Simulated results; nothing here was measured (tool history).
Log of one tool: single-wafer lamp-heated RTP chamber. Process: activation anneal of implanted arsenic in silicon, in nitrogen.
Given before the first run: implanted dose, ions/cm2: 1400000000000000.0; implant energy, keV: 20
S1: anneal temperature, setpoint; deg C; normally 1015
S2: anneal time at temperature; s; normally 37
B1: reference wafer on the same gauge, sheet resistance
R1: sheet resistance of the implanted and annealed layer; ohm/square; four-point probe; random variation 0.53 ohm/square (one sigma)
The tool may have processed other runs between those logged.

run,hour,S1,S2,B1,R1
1,0,1015,37,104.73,92.41
# hour 162.2: reflector plate cleaned
2,231.9,1015,37,104.34,94.19
3,333.8,1015,37,104.6,92.19
4,370.4,1015,37,104.69,92.19
5,413.8,1015,19,104.57,100.66
# hour 449.5: pyrometer window cleaned and pyrometer calibrated
6,453.5,995,37,104.5,102.16
7,666.6,1015,50,104.22,92.27
8,739.4,1015,50,104.46,90.85
9,822.4,1015,50,104.32,90.48
10,875.8,1015,37,104.35,94.41
11,953,1015,37,104.54,93.76
# hour 976.6: gauge calibrated
12,1019.7,1023,18,104.66,100.16
13,1111.3,1015,37,104.5,92.59

Estimate the outcome of run 14 from the log above:
14,1204.9,1015,37,?,?

Run 14 yielded B1 104.63, R1 92.39 ohm/square.
If the tool had no hidden condition, the same run with the same run-to-run variation would have returned R1 97.15 ohm/square.

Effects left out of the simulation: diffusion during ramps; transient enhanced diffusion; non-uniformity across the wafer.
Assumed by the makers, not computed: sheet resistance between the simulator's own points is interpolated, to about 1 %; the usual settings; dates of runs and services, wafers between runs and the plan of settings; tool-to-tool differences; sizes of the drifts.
